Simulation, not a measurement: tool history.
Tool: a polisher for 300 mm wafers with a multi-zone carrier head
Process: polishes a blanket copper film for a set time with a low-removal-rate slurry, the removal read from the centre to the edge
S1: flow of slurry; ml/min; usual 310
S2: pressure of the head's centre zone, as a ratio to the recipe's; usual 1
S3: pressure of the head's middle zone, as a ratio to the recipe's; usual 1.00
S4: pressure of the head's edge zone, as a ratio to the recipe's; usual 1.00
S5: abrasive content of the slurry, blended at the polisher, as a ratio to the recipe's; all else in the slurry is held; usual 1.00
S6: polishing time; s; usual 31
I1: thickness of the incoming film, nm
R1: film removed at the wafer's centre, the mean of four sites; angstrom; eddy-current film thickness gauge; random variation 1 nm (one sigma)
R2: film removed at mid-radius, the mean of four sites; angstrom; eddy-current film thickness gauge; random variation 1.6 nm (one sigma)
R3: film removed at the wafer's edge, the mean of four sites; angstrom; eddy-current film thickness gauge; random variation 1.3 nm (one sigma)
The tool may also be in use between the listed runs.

run     day   S1  S2    S3    S4    S5  S6     I1    R1    R2    R3
  1   0.000  310   1  1.00  1.00  1.00  31  675.9  1030  1011  1019
      1.804  -- edge zone pressure recalibrated
      3.367  -- centre zone pressure recalibrated
      3.929  -- worn pad replaced by a new one
      4.762  -- slurry nozzle cleaned
  2   7.717  310   1  1.00  1.00  1.00  31  670.7  1112  1080  1038
  3   8.875  310   1  1.00  1.00  1.00  31  661.5  1111  1063  1041
  4  11.267  310   1  1.00  1.00  1.00  31  671.3  1080  1025  1050
  5  14.112  310   1  1.00  1.00  1.00  31  668.5  1068  1051  1040
  6  17.662  310   1  1.00  1.00  1.00  35  672.3  1195  1170  1159
  7  20.075  310   1  1.00  0.92  1.15  31  660.0  1093  1078  1025
  8  22.288  310   1  1.00  0.96  1.15  31  675.6  1102  1072  1053
     23.154  -- centre zone pressure recalibrated
     23.221  -- carrier head's membrane replaced by a new one
  9  23.429  215   1  0.92  1.00  1.15  31  666.6   985   908  1018
     25.125  -- worn pad replaced by a new one
 10  25.262  235   1  1.00  0.95  0.80  24  673.3   677   684   668
     25.333  -- slurry nozzle cleaned
 11  26.796  220   1  1.00  1.00  1.00  31  679.7  1074  1014  1040
 12  29.358  245   1  1.00  1.00  0.80  31  663.5   948   953   929
 13  31.096  310   1  1.00  1.00  1.00  31  663.6  1092  1058  1047
 14  33.671  310   1  1.00  1.00  1.00  31  677.2  1066  1053  1046

The next listed run, before its measurement:
 15  36.638  380   1  0.97  1.00  0.80  31  671.5   ?   ?   ?

R1: 1006 angstrom
R2: 930 angstrom
R3: 949 angstrom
Without the tool's hidden state the same run would have given R1 1067 angstrom, R2 981 angstrom, R3 989 angstrom.
